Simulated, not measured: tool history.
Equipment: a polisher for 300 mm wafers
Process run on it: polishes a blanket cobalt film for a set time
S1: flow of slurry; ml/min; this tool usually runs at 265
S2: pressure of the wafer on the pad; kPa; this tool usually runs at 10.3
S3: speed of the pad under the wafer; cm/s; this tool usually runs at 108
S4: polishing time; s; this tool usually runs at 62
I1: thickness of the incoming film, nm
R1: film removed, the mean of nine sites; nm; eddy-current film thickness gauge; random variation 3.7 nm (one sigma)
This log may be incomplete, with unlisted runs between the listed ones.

{"run": 1, "hour": 0.0, "S1": 240, "S2": 10.3, "S3": 108, "S4": 62, "I1": 1307.4, "R1": 233.8}
{"run": 2, "hour": 9.8, "S1": 240, "S2": 10.3, "S3": 108, "S4": 62, "I1": 1290.2, "R1": 232.5}
{"run": 3, "hour": 18.1, "S1": 265, "S2": 10.3, "S3": 108, "S4": 62, "I1": 1295.4, "R1": 240.9}
{"run": 4, "hour": 26.8, "S1": 265, "S2": 10.3, "S3": 108, "S4": 62, "I1": 1309, "R1": 235.4}
{"hour": 45.1, "done": "worn pad replaced by a new one"}
{"run": 5, "hour": 45.6, "S1": 265, "S2": 8.3, "S3": 108, "S4": 62, "I1": 1333.4, "R1": 226.8}
{"run": 6, "hour": 55.6, "S1": 265, "S2": 8.3, "S3": 108, "S4": 62, "I1": 1338.4, "R1": 218.2}
{"run": 7, "hour": 62.7, "S1": 265, "S2": 8.3, "S3": 108, "S4": 62, "I1": 1300, "R1": 221}
{"run": 8, "hour": 72.1, "S1": 265, "S2": 10.3, "S3": 108, "S4": 62, "I1": 1319.7, "R1": 248.1}
{"run": 9, "hour": 82.7, "S1": 265, "S2": 10.3, "S3": 108, "S4": 62, "I1": 1301.2, "R1": 247}
{"run": 10, "hour": 92.4, "S1": 265, "S2": 10.3, "S3": 108, "S4": 62, "I1": 1307.3, "R1": 244.2}
{"run": 11, "hour": 109.8, "S1": 265, "S2": 12.4, "S3": 108, "S4": 62, "I1": 1294.8, "R1": 285.5}
{"run": 12, "hour": 115.8, "S1": 265, "S2": 12.4, "S3": 108, "S4": 62, "I1": 1295.2, "R1": 281.5}
{"run": 13, "hour": 130.5, "S1": 265, "S2": 12.4, "S3": 108, "S4": 62, "I1": 1317.7, "R1": 278.4}
{"run": 14, "hour": 143.4, "S1": 200, "S2": 10.3, "S3": 108, "S4": 62, "I1": 1282.1, "R1": 235}
{"run": 15, "hour": 156.5, "S1": 200, "S2": 10.3, "S3": 108, "S4": 62, "I1": 1305.4, "R1": 231.4}
{"run": 16, "hour": 170.2, "S1": 200, "S2": 10.3, "S3": 108, "S4": 62, "I1": 1336.1, "R1": 229.9}
{"hour": 173.2, "done": "slurry nozzle cleaned"}
{"run": 17, "hour": 185.4, "S1": 265, "S2": 10.3, "S3": 136, "S4": 51, "I1": 1318.9, "R1": 227.2}
{"run": 18, "hour": 211.8, "S1": 265, "S2": 10.3, "S3": 108, "S4": 62, "I1": 1327.8, "R1": 237.4}
{"run": 19, "hour": 220.8, "S1": 265, "S2": 12.4, "S3": 108, "S4": 82, "I1": 1308.2, "R1": 360.6}
{"hour": 232.4, "done": "worn pad replaced by a new one"}
{"run": 20, "hour": 232.9, "S1": 300, "S2": 10.3, "S3": 108, "S4": 62, "I1": 1311.5, "R1": 269.8}
{"run": 21, "hour": 240.1, "S1": 265, "S2": 10.3, "S3": 136, "S4": 51, "I1": 1309, "R1": 255.5}
{"run": 22, "hour": 254.1, "S1": 345, "S2": 11.7, "S3": 108, "S4": 43, "I1": 1312.1, "R1": 197.3}
{"run": 23, "hour": 265.7, "S1": 265, "S2": 10.3, "S3": 108, "S4": 62, "I1": 1331.8, "R1": 253.6}
{"hour": 276.0, "done": "head pressure recalibrated"}
{"run": 24, "hour": 290.4, "S1": 345, "S2": 13.8, "S3": 122, "S4": 72, "I1": 1322.9, "R1": 396.9}
{"run": 25, "hour": 298.4, "S1": 265, "S2": 10.3, "S3": 108, "S4": 62, "I1": 1306.6, "R1": 237}
{"run": 26, "hour": 307.2, "S1": 265, "S2": 10.3, "S3": 146, "S4": 62, "I1": 1333.1, "R1": 294.5}
{"run": 27, "hour": 315.5, "S1": 340, "S2": 11, "S3": 118, "S4": 70, "I1": 1319, "R1": 301.7}
{"run": 28, "hour": 325.4, "S1": 265, "S2": 10.3, "S3": 108, "S4": 62, "I1": 1306.5, "R1": 236.5}
{"run": 29, "hour": 341.1, "S1": 265, "S2": 13.1, "S3": 108, "S4": 62, "I1": 1312.8, "R1": 285.2}
{"run": 30, "hour": 350.3, "S1": 265, "S2": 13.8, "S3": 142, "S4": 82, "I1": 1323.3, "R1": 476.9}
{"run": 31, "hour": 361.1, "S1": 265, "S2": 7.6, "S3": 78, "S4": 72, "I1": 1316.9, "R1": 174.4}
{"hour": 375.0, "done": "worn pad replaced by a new one"}
{"run": 32, "hour": 377.8, "S1": 265, "S2": 10.3, "S3": 108, "S4": 56, "I1": 1322.9, "R1": 237.9}
{"run": 33, "hour": 387.6, "S1": 190, "S2": 10.3, "S3": 108, "S4": 62, "I1": 1338.1, "R1": 253.5}
{"run": 34, "hour": 394.9, "S1": 265, "S2": 10.3, "S3": 108, "S4": 56, "I1": 1301.1, "R1": 230}
{"run": 35, "hour": 406.3, "S1": 265, "S2": 10.3, "S3": 108, "S4": 74, "I1": 1310, "R1": 298.9}
{"run": 36, "hour": 423.4, "S1": 265, "S2": 10.3, "S3": 108, "S4": 46, "I1": 1312.5, "R1": 185}

Below are 5 alternative next runs, each starting from the tool's condition after run 36. Predict each:
{"run": "A", "hour": 423.8, "S1": 265, "S2": 10.3, "S3": 108, "S4": 62, "I1": 1304.5, "R1": "?"}
{"run": "B", "hour": 423.8, "S1": 220, "S2": 10.3, "S3": 108, "S4": 81, "I1": 1304.5, "R1": "?"}
{"run": "C", "hour": 423.8, "S1": 265, "S2": 10.3, "S3": 144, "S4": 62, "I1": 1304.5, "R1": "?"}
{"run": "D", "hour": 423.8, "S1": 330, "S2": 11.7, "S3": 136, "S4": 43, "I1": 1304.5, "R1": "?"}
{"run": "E", "hour": 423.8, "S1": 340, "S2": 10.3, "S3": 108, "S4": 62, "I1": 1304.5, "R1": "?"}

run=A R1=243.9
run=B R1=314.1
run=C R1=295.3
run=D R1=222
run=E R1=248.1
With the hidden condition removed and each run's random variation left untouched, the same runs would have given:
run=A R1=264.7
run=B R1=340.9
run=C R1=320.5
run=D R1=241
run=E R1=269.3
